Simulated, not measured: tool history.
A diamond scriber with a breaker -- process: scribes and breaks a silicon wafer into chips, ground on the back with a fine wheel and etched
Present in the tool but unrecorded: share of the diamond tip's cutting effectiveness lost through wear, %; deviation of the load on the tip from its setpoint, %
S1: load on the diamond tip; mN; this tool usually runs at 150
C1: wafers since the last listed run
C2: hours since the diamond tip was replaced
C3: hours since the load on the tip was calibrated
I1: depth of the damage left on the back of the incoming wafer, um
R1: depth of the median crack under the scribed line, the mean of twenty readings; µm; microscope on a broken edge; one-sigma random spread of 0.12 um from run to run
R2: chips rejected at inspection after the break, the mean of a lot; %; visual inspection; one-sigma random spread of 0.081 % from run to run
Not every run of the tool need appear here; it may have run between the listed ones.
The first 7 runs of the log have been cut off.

run 8 day=30.429 | S1=150 | C1=213 C2=280.6 C3=261.5 | I1=0.71 | R1=11.57 R2=1.98
run 9 day=33.908 | S1=179 | C1=185 C2=364.1 C3=345.0 | I1=0.61 | R1=12.58 R2=4.07
run 10 day=37.038 | S1=179 | C1=166 C2=439.2 C3=420.1 | I1=0.79 | R1=12.79 R2=3.69
-- day=46.888 diamond tip replaced by a new one
run 11 day=50.088 | S1=179 | C1=690 C2=76.8 C3=733.3 | I1=0.37 | R1=12.73 R2=3.30
run 12 day=59.204 | S1=150 | C1=485 C2=295.6 C3=952.1 | I1=0.59 | R1=10.74 R2=2.31
run 13 day=67.475 | S1=182 | C1=440 C2=494.1 C3=1150.6 | I1=0.58 | R1=12.27 R2=2.94
run 14 day=70.417 | S1=182 | C1=156 C2=564.7 C3=1221.2 | I1=0.67 | R1=12.49 R2=2.88
run 15 day=72.188 | S1=135 | C1=94 C2=607.2 C3=1263.7 | I1=0.60 | R1=9.86 R2=5.78
run 16 day=76.654 | S1=134 | C1=238 C2=714.4 C3=1370.9 | I1=0.35 | R1=9.74 R2=6.25
-- day=76.846 diamond tip replaced by a new one
run 17 day=78.850 | S1=134 | C1=112 C2=48.1 C3=1423.6 | I1=0.34 | R1=9.83 R2=6.03
run 18 day=83.338 | S1=150 | C1=239 C2=155.8 C3=1531.3 | I1=0.57 | R1=10.40 R2=3.15
run 19 day=87.762 | S1=179 | C1=235 C2=262.0 C3=1637.5 | I1=0.75 | R1=11.94 R2=1.96
run 20 day=89.771 | S1=174 | C1=107 C2=310.2 C3=1685.7 | I1=0.33 | R1=11.47 R2=1.95
run 21 day=91.646 | S1=179 | C1=99 C2=355.2 C3=1730.7 | I1=0.59 | R1=11.89 R2=2.00

The next listed run, before its measurement:
run 22 day=99.938 | S1=137 | C1=441 C2=554.2 C3=1929.7 | I1=0.52 | R1=? R2=?

{"run 22": {"R1": 9.44, "R2": 8.72}}
Were there no unlogged condition in the tool, this run, its random variation unchanged, would have produced R1 10.81 µm, R2 2.65 %.

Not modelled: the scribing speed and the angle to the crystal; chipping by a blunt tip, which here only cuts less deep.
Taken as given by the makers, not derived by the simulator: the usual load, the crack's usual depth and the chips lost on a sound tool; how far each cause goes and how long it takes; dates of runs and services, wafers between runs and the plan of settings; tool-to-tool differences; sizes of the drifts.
